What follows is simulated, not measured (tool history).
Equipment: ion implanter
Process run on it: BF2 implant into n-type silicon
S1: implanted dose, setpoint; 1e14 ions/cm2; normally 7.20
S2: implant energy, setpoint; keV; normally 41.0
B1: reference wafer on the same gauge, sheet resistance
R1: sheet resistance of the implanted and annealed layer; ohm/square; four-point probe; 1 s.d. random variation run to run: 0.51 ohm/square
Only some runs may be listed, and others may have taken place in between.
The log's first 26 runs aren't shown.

run,hour,S1,S2,B1,R1
27,366.7,8.22,41.0,159.93,151.98
28,374.8,7.20,41.0,159.74,167.38
29,392.3,7.20,41.0,159.83,166.61
30,405.6,5.71,32.0,160.18,208.24
# hour 415.3: gauge calibrated
31,419.0,7.81,35.0,160.07,163.48
32,430.2,5.09,37.5,159.93,221.37
33,442.6,5.87,41.0,160.10,195.42
34,450.7,7.20,55.0,160.13,160.46
35,457.4,7.20,41.0,159.84,166.20
36,473.0,7.20,41.0,160.00,165.60

Forecast each of these 5 alternatives for the next run:
A,473.4,5.95,41.0,?,?
B,473.4,7.20,32.0,?,?
C,473.4,6.09,50.0,?,?
D,473.4,5.18,50.0,?,?
E,473.4,8.11,41.0,?,?

run,B1,R1
A,159.88,191.98
B,159.88,174.92
C,159.88,184.16
D,159.88,211.38
E,159.88,152.18
Take away the tool's hidden state, keep each run's random variation, and the runs would have read:
run,R1
A,194.93
B,177.11
C,187.11
D,214.83
E,154.15
